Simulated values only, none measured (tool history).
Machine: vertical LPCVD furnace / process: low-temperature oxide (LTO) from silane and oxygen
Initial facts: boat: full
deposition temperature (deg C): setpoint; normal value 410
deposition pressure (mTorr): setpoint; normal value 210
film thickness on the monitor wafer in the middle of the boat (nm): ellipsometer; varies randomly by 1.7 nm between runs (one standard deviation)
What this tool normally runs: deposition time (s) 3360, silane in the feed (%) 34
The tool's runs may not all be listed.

run   hour  deposition temperature (deg C)  deposition pressure (mTorr)  deposition time (s)  silane in the feed (%)  wafers since the last listed run  hours since the last temperature calibration  hours since the pressure gauge was zeroed  hours since the silane flow controller was replaced  hours since the gauge calibration  read-back reference wafer on the same gauge, thickness  film thickness on the monitor wafer in the middle of the boat (nm)
  1      0                             410                          210                 3360                      36                                 0                                        2357.9                                       2634                                               1297.4                              918.3                                                  491.92                                                               461.3
  2   72.7                             410                          210                 3360                      36                              1170                                        2430.6                                     2706.7                                               1370.1                                991                                                  492.12                                                              467.83
  3  114.7                             410                          210                 2400                      39                               676                                        2472.6                                     2748.7                                               1412.1                               1033                                                  492.08                                                               367.8
  4  213.7                             410                          210                 2400                      39                              1594                                        2571.6                                     2847.7                                               1511.1                               1132                                                   492.3                                                              367.68
  5  268.5                             410                          210                 2400                      39                               882                                        2626.4                                     2902.5                                               1565.9                             1186.8                                                  492.73                                                              366.46
  6  361.9                             410                          210                 3360                      34                              1504                                        2719.8                                     2995.9                                               1659.3                             1280.2                                                   492.6                                                              433.87
  7    468                             410                          210                 3360                      34                              1708                                        2825.9                                       3102                                               1765.4                             1386.3                                                  493.18                                                              433.86
  8  509.4                             410                          230                 3360                      34                               666                                        2867.3                                     3143.4                                               1806.8                             1427.7                                                  492.62                                                              473.91
  9  574.1                             410                          230                 3360                      34                              1041                                          2932                                     3208.1                                               1871.5                             1492.4                                                  492.81                                                              474.68
 10  657.7                             410                          230                 3360                      34                              1346                                        3015.6                                     3291.7                                               1955.1                               1576                                                  493.47                                                              473.19
     688.8  -- gauge calibrated
 11  705.7                             410                          195                 3360                      34                               772                                        3063.6                                     3339.7                                               2003.1                               16.9                                                  483.11                                                              393.31
 12  778.8                             410                          210                 3360                      34                              1177                                        3136.7                                     3412.8                                               2076.2                                 90                                                   485.3                                                              426.68
 13  828.4                             410                          210                 3360                      34                               798                                        3186.3                                     3462.4                                               2125.8                              139.6                                                  486.69                                                              427.03
 14  935.9                             410                          210                 3360                      34                              1731                                        3293.8                                     3569.9                                               2233.3                              247.1                                                  487.65                                                              430.26
 15  977.5                             410                          210                 3360                      34                               669                                        3335.4                                     3611.5                                               2274.9                              288.7                                                  488.17                                                              427.01

Expected results for the next run?
 16  1043.2                             416                          210                 3360                      36                              1057                                        3401.1                                     3677.2                                               2340.6                              354.4                                                       ?                                                                   ?

Run 16 came out at read-back reference wafer on the same gauge, thickness 488.61, film thickness on the monitor wafer in the middle of the boat (nm) 490.94.
With no hidden state in the tool, this same run would have given film thickness on the monitor wafer in the middle of the boat (nm) 484.71.

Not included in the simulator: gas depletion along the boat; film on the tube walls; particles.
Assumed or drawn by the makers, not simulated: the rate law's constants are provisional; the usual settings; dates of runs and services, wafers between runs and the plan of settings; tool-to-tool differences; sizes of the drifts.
